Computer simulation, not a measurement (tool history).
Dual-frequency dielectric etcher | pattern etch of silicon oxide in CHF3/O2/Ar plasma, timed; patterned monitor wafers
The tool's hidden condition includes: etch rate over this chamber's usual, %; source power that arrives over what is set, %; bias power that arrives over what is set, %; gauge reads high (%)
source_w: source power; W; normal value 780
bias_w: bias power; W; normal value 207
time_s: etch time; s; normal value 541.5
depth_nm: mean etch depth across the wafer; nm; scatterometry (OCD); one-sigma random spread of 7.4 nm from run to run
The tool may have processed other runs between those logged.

| run | hour | source_w | bias_w | time_s | wafers since the last listed run | hours since the last wet clean | hours since the last source power generator calibration | hours since the last bias power generator calibration | hours since the last upper electrode change | hours since the gauge calibration | read-back reference wafer on the same gauge, depth_nm | depth_nm |
|---|---|---|---|---|---|---|---|---|---|---|---|---|
| 1 | 0 | 620 | 186 | 541.5 | 0 | 162.3 | 2761.2 | 4678.8 | 2406.3 | 2091.7 | 1029.4 | 1026.5 |
| 2 | 34.4 | 860 | 189 | 541.5 | 127 | 196.7 | 2795.6 | 4713.2 | 2440.7 | 2126.1 | 1030 | 1212.1 |
| 3 | 64.3 | 780 | 207 | 541.5 | 111 | 226.6 | 2825.5 | 4743.1 | 2470.6 | 2156 | 1030.9 | 1181.8 |
|  | 234.3 | gauge calibrated |
| 4 | 271.6 | 780 | 169 | 541.5 | 770 | 433.9 | 3032.8 | 4950.4 | 2677.9 | 37.3 | 1029.3 | 1083.5 |
|  | 351 | wet clean of the chamber |
| 5 | 351.5 | 780 | 169 | 541.5 | 207 | 0.5 | 3112.7 | 5030.3 | 2757.8 | 117.2 | 1029.9 | 1133.9 |
| 6 | 363.9 | 780 | 207 | 541.5 | 46 | 12.9 | 3125.1 | 5042.7 | 2770.2 | 129.6 | 1029.6 | 1193.6 |
| 7 | 557.6 | 780 | 207 | 541.5 | 720 | 206.6 | 3318.8 | 5236.4 | 2963.9 | 323.3 | 1030.2 | 1171.7 |
| 8 | 590.1 | 780 | 207 | 541.5 | 120 | 239.1 | 3351.3 | 5268.9 | 2996.4 | 355.8 | 1030.2 | 1180.6 |
| 9 | 625 | 780 | 207 | 541.5 | 129 | 274 | 3386.2 | 5303.8 | 3031.3 | 390.7 | 1029.3 | 1181.4 |
| 10 | 666.6 | 780 | 207 | 541.5 | 154 | 315.6 | 3427.8 | 5345.4 | 3072.9 | 432.3 | 1030.3 | 1164.7 |
| 11 | 713.1 | 780 | 207 | 541.5 | 172 | 362.1 | 3474.3 | 5391.9 | 3119.4 | 478.8 | 1029.5 | 1163.6 |
| 12 | 746.1 | 780 | 207 | 480 | 122 | 395.1 | 3507.3 | 5424.9 | 3152.4 | 511.8 | 1030.4 | 1012.9 |
| 13 | 789.5 | 780 | 207 | 541.5 | 161 | 438.5 | 3550.7 | 5468.3 | 3195.8 | 555.2 | 1030.4 | 1149.7 |
|  | 847.9 | bias power generator calibrated |
| 14 | 853.8 | 780 | 185 | 483.5 | 224 | 502.8 | 3615 | 5.9 | 3260.1 | 619.5 | 1030.8 | 1007.2 |
| 15 | 891.6 | 780 | 207 | 541.5 | 140 | 540.6 | 3652.8 | 43.7 | 3297.9 | 657.3 | 1030.8 | 1153.5 |
|  | 944.7 | wet clean of the chamber |
| 16 | 957.5 | 690 | 225 | 541.5 | 155 | 12.8 | 3718.7 | 109.6 | 3363.8 | 723.2 | 1030.5 | 1150.1 |
|  | 983.1 | source power generator calibrated |
| 17 | 1019.6 | 690 | 207 | 541.5 | 216 | 74.9 | 36.5 | 171.7 | 3425.9 | 785.3 | 1029.4 | 1105.5 |
|  | 1074.2 | upper electrode replaced |
| 18 | 1074.7 | 780 | 239 | 541.5 | 115 | 130 | 91.6 | 226.8 | 0.5 | 840.4 | 1030.3 | 1231.4 |
| 19 | 1126.9 | 720 | 178 | 685 | 194 | 182.2 | 143.8 | 279 | 52.7 | 892.6 | 1030.3 | 1368.4 |
| 20 | 1171.8 | 590 | 157 | 541.5 | 166 | 227.1 | 188.7 | 323.9 | 97.6 | 937.5 | 1030.5 | 949.9 |
| 21 | 1201.2 | 780 | 207 | 541.5 | 109 | 256.5 | 218.1 | 353.3 | 127 | 966.9 | 1029.1 | 1160 |
| 22 | 1266 | 780 | 207 | 541.5 | 240 | 321.3 | 282.9 | 418.1 | 191.8 | 1031.7 | 1029.7 | 1160.1 |
| 23 | 1338.5 | 780 | 207 | 541.5 | 269 | 393.8 | 355.4 | 490.6 | 264.3 | 1104.2 | 1030.3 | 1149 |
| 24 | 1403.5 | 780 | 229 | 541.5 | 241 | 458.8 | 420.4 | 555.6 | 329.3 | 1169.2 | 1031 | 1156.2 |
| 25 | 1440.3 | 780 | 207 | 541.5 | 136 | 495.6 | 457.2 | 592.4 | 366.1 | 1206 | 1028 | 1140.4 |
|  | 1470.3 | wet clean of the chamber |
| 26 | 1495.7 | 780 | 207 | 382.5 | 116 | 25.4 | 512.6 | 647.8 | 421.5 | 1261.4 | 1030.7 | 844.3 |
| 27 | 1528.6 | 690 | 207 | 541.5 | 122 | 58.3 | 545.5 | 680.7 | 454.4 | 1294.3 | 1030.3 | 1124.5 |
| 28 | 1553.7 | 780 | 158 | 461.5 | 93 | 83.4 | 570.6 | 705.8 | 479.5 | 1319.4 | 1030.6 | 937 |
| 29 | 1588.6 | 830 | 207 | 541.5 | 129 | 118.3 | 605.5 | 740.7 | 514.4 | 1354.3 | 1030.1 | 1212 |

Forecast each of these 4 alternatives for the next run:
| A | 1589.2 | 920 | 207 | 541.5 | 2 | 118.9 | 606.1 | 741.3 | 515 | 1354.9 | ? | ? |
| B | 1589.2 | 670 | 251 | 494.5 | 2 | 118.9 | 606.1 | 741.3 | 515 | 1354.9 | ? | ? |
| C | 1589.2 | 780 | 230 | 541.5 | 2 | 118.9 | 606.1 | 741.3 | 515 | 1354.9 | ? | ? |
| D | 1589.2 | 910 | 246 | 660 | 2 | 118.9 | 606.1 | 741.3 | 515 | 1354.9 | ? | ? |

| run | read-back reference wafer on the same gauge, depth_nm | depth_nm |
|---|---|---|
| A | 1030.6 | 1288.7 |
| B | 1030.6 | 1054.7 |
| C | 1030.6 | 1219.8 |
| D | 1030.6 | 1628.5 |
Had the tool no hidden state, the same runs would have come out as:
| run | depth_nm |
|---|---|
| A | 1313.9 |
| B | 1075.3 |
| C | 1243.7 |
| D | 1660.4 |
